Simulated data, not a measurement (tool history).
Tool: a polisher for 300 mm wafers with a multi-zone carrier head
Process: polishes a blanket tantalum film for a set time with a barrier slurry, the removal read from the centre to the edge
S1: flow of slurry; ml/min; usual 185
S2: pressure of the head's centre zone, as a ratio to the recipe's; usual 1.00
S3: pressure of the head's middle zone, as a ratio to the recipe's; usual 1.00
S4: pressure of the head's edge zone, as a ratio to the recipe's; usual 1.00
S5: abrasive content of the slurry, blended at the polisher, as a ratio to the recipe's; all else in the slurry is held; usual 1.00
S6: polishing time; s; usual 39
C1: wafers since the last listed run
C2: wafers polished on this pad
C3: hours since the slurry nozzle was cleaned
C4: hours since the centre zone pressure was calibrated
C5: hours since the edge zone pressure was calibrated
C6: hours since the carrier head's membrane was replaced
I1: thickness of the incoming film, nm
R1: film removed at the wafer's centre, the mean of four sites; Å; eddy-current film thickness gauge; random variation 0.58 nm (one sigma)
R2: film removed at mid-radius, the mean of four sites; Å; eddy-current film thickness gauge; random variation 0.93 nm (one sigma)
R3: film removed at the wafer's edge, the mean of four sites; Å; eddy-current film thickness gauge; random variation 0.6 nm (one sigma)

run 1 hour=0.0 | S1=185 S2=1.00 S3=1.00 S4=1.00 S5=0.80 S6=49 | C1=0 C2=1615 C3=464.1 C4=513.0 C5=1349.4 C6=1191.8 | I1=188.0 | R1=793 R2=805 R3=839
-- hour=11.3 worn pad replaced by a new one
run 2 hour=27.5 | S1=185 S2=1.00 S3=1.00 S4=1.00 S5=1.00 S6=39 | C1=159 C2=109 C3=491.6 C4=540.5 C5=1376.9 C6=1219.3 | I1=192.5 | R1=678 R2=713 R3=703
-- hour=30.2 centre zone pressure recalibrated
-- hour=34.7 slurry nozzle cleaned
run 3 hour=69.3 | S1=185 S2=1.00 S3=1.00 S4=1.00 S5=1.00 S6=39 | C1=262 C2=372 C3=34.6 C4=39.1 C5=1418.7 C6=1261.1 | I1=191.6 | R1=765 R2=760 R3=758
-- hour=89.0 edge zone pressure recalibrated
run 4 hour=112.4 | S1=205 S2=1.00 S3=1.00 S4=1.00 S5=1.00 S6=39 | C1=278 C2=651 C3=77.7 C4=82.2 C5=23.4 C6=1304.2 | I1=193.9 | R1=763 R2=797 R3=760
run 5 hour=147.1 | S1=185 S2=1.00 S3=1.00 S4=1.00 S5=1.00 S6=46 | C1=235 C2=886 C3=112.4 C4=116.9 C5=58.1 C6=1338.9 | I1=191.1 | R1=877 R2=925 R3=892
run 6 hour=179.2 | S1=185 S2=1.00 S3=1.00 S4=1.00 S5=1.00 S6=39 | C1=217 C2=1103 C3=144.5 C4=149.0 C5=90.2 C6=1371.0 | I1=190.9 | R1=736 R2=754 R3=750
run 7 hour=221.1 | S1=185 S2=1.00 S3=1.00 S4=1.00 S5=1.00 S6=39 | C1=283 C2=1387 C3=186.4 C4=190.9 C5=132.1 C6=1412.9 | I1=193.7 | R1=738 R2=757 R3=732
-- hour=262.4 worn pad replaced by a new one
run 8 hour=278.0 | S1=185 S2=0.91 S3=0.90 S4=0.93 S5=1.00 S6=39 | C1=358 C2=105 C3=243.3 C4=247.8 C5=189.0 C6=1469.8 | I1=191.8 | R1=667 R2=711 R3=734
run 9 hour=344.5 | S1=220 S2=1.04 S3=1.00 S4=1.00 S5=1.00 S6=47 | C1=450 C2=555 C3=309.8 C4=314.3 C5=255.5 C6=1536.3 | I1=185.8 | R1=931 R2=920 R3=904
run 10 hour=391.8 | S1=185 S2=1.00 S3=1.00 S4=1.00 S5=1.00 S6=39 | C1=320 C2=876 C3=357.1 C4=361.6 C5=302.8 C6=1583.6 | I1=189.3 | R1=718 R2=747 R3=735
run 11 hour=416.0 | S1=185 S2=1.00 S3=1.00 S4=1.00 S5=1.00 S6=39 | C1=163 C2=1040 C3=381.3 C4=385.8 C5=327.0 C6=1607.8 | I1=190.7 | R1=716 R2=743 R3=721
run 12 hour=482.4 | S1=185 S2=1.00 S3=0.96 S4=1.00 S5=1.00 S6=39 | C1=449 C2=1489 C3=447.7 C4=452.2 C5=393.4 C6=1674.2 | I1=192.1 | R1=699 R2=711 R3=718
-- hour=502.9 centre zone pressure recalibrated
-- hour=507.8 worn pad replaced by a new one
run 13 hour=549.9 | S1=135 S2=1.00 S3=1.12 S4=1.00 S5=1.00 S6=39 | C1=416 C2=285 C3=515.2 C4=47.0 C5=460.9 C6=1741.7 | I1=190.5 | R1=621 R2=712 R3=674
-- hour=571.4 slurry nozzle cleaned
-- hour=576.9 carrier head's membrane replaced by a new one
run 14 hour=681.8 | S1=245 S2=1.00 S3=1.00 S4=1.00 S5=1.00 S6=28 | C1=852 C2=1137 C3=110.4 C4=178.9 C5=592.8 C6=104.9 | I1=193.3 | R1=558 R2=589 R3=553
run 15 hour=716.9 | S1=185 S2=1.06 S3=1.00 S4=1.06 S5=1.00 S6=39 | C1=237 C2=1375 C3=145.5 C4=214.0 C5=627.9 C6=140.0 | I1=185.8 | R1=789 R2=786 R3=775
run 16 hour=759.9 | S1=120 S2=0.93 S3=1.00 S4=1.00 S5=0.80 S6=45 | C1=291 C2=1666 C3=188.5 C4=257.0 C5=670.9 C6=183.0 | I1=188.2 | R1=649 R2=711 R3=733
-- hour=800.5 worn pad replaced by a new one
run 17 hour=825.0 | S1=120 S2=1.09 S3=1.00 S4=1.00 S5=0.80 S6=39 | C1=413 C2=166 C3=253.6 C4=322.1 C5=736.0 C6=248.1 | I1=186.6 | R1=638 R2=617 R3=627
run 18 hour=875.1 | S1=150 S2=1.00 S3=1.00 S4=1.00 S5=1.00 S6=39 | C1=339 C2=505 C3=303.7 C4=372.2 C5=786.1 C6=298.2 | I1=193.0 | R1=695 R2=702 R3=712
run 19 hour=923.0 | S1=185 S2=1.00 S3=1.08 S4=0.95 S5=1.00 S6=39 | C1=324 C2=829 C3=351.6 C4=420.1 C5=834.0 C6=346.1 | I1=190.5 | R1=719 R2=774 R3=722
run 20 hour=978.0 | S1=185 S2=1.00 S3=1.00 S4=1.00 S5=0.80 S6=49 | C1=372 C2=1202 C3=406.6 C4=475.1 C5=889.0 C6=401.1 | I1=186.9 | R1=813 R2=842 R3=842

5 ways to go on from here, each from the tool as it stands after run 20. What would each give?
run A hour=978.4 | S1=185 S2=1.00 S3=1.00 S4=1.00 S5=1.25 S6=39 | C1=2 C2=1205 C3=407.0 C4=475.5 C5=889.4 C6=401.5 | I1=187.9 | R1=? R2=? R3=?
run B hour=978.4 | S1=215 S2=0.92 S3=0.88 S4=0.96 S5=1.00 S6=39 | C1=2 C2=1205 C3=407.0 C4=475.5 C5=889.4 C6=401.5 | I1=187.9 | R1=? R2=? R3=?
run C hour=978.4 | S1=220 S2=1.00 S3=0.94 S4=1.00 S5=1.00 S6=39 | C1=2 C2=1205 C3=407.0 C4=475.5 C5=889.4 C6=401.5 | I1=187.9 | R1=? R2=? R3=?
run D hour=978.4 | S1=215 S2=1.06 S3=0.96 S4=1.00 S5=1.25 S6=39 | C1=2 C2=1205 C3=407.0 C4=475.5 C5=889.4 C6=401.5 | I1=187.9 | R1=? R2=? R3=?
run E hour=978.4 | S1=185 S2=1.05 S3=1.12 S4=1.00 S5=0.75 S6=52 | C1=2 C2=1205 C3=407.0 C4=475.5 C5=889.4 C6=401.5 | I1=187.9 | R1=? R2=? R3=?

run=A R1=773 R2=776 R3=785
run=B R1=695 R2=695 R3=737
run=C R1=751 R2=724 R3=752
run=D R1=843 R2=782 R3=803
run=E R1=893 R2=919 R3=867
Without the tool's hidden state the same runs would have given:
run=A R1=822 R2=819 R3=816
run=B R1=732 R2=727 R3=762
run=C R1=790 R2=757 R3=777
run=D R1=887 R2=818 R3=831
run=E R1=949 R2=969 R3=902
